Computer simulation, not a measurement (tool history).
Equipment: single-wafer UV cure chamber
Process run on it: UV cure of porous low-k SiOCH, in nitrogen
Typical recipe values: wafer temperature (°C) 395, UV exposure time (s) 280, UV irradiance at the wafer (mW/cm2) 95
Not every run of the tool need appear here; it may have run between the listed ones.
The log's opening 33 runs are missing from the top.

| run | hour | wafer temperature (°C) | UV exposure time (s) | UV irradiance at the wafer (mW/cm2) | wafers since the last listed run | hours since the UV bulbs were replaced | wafers since the quartz window was cleaned | loss of film thickness in the cure (%) |
|---|---|---|---|---|---|---|---|---|
| 34 | 428.9 | 395 | 280 | 95 | 114 | 1534.7 | 417 | 9.810 |
| 35 | 444.0 | 404 | 410 | 95 | 113 | 1549.8 | 531 | 11.849 |
| 36 | 456.2 | 380 | 280 | 111 | 91 | 1562.0 | 623 | 10.170 |
| 37 | 470.8 | 383 | 180 | 95 | 109 | 1576.6 | 733 | 7.598 |
| 38 | 488.3 | 389 | 280 | 95 | 131 | 1594.1 | 864 | 9.549 |
|  | 497.4 | UV bulbs replaced |
| 39 | 533.6 | 411 | 215 | 115 | 280 | 36.2 | 1145 | 11.677 |
| 40 | 547.2 | 383 | 405 | 128 | 102 | 49.8 | 1248 | 14.613 |
| 41 | 564.6 | 385 | 280 | 67 | 131 | 67.2 | 1379 | 9.649 |
| 42 | 572.8 | 395 | 345 | 95 | 61 | 75.4 | 1441 | 12.257 |
| 43 | 579.7 | 414 | 325 | 130 | 51 | 82.3 | 1493 | 13.378 |
| 44 | 590.8 | 395 | 230 | 95 | 83 | 93.4 | 1576 | 10.237 |
| 45 | 607.8 | 395 | 280 | 95 | 128 | 110.4 | 1704 | 11.015 |
| 46 | 625.7 | 395 | 280 | 115 | 134 | 128.3 | 1839 | 11.625 |
| 47 | 643.0 | 395 | 280 | 95 | 130 | 145.6 | 1969 | 11.090 |
| 48 | 649.1 | 395 | 280 | 95 | 45 | 151.7 | 2015 | 10.908 |
| 49 | 664.9 | 395 | 280 | 63 | 118 | 167.5 | 2134 | 9.054 |

Below are 3 alternative next runs, each starting from the tool's condition after run 49. Predict each:
| A | 665.4 | 395 | 280 | 95 | 3 | 168.0 | 2138 | ? |
| B | 665.4 | 411 | 335 | 81 | 3 | 168.0 | 2138 | ? |
| C | 665.4 | 395 | 150 | 95 | 3 | 168.0 | 2138 | ? |

| run | loss of film thickness in the cure (%) |
|---|---|
| A | 10.536 |
| B | 10.894 |
| C | 7.889 |
Without the tool's hidden state the same runs would have given:
| run | loss of film thickness in the cure (%) |
|---|---|
| A | 12.174 |
| B | 12.546 |
| C | 9.413 |
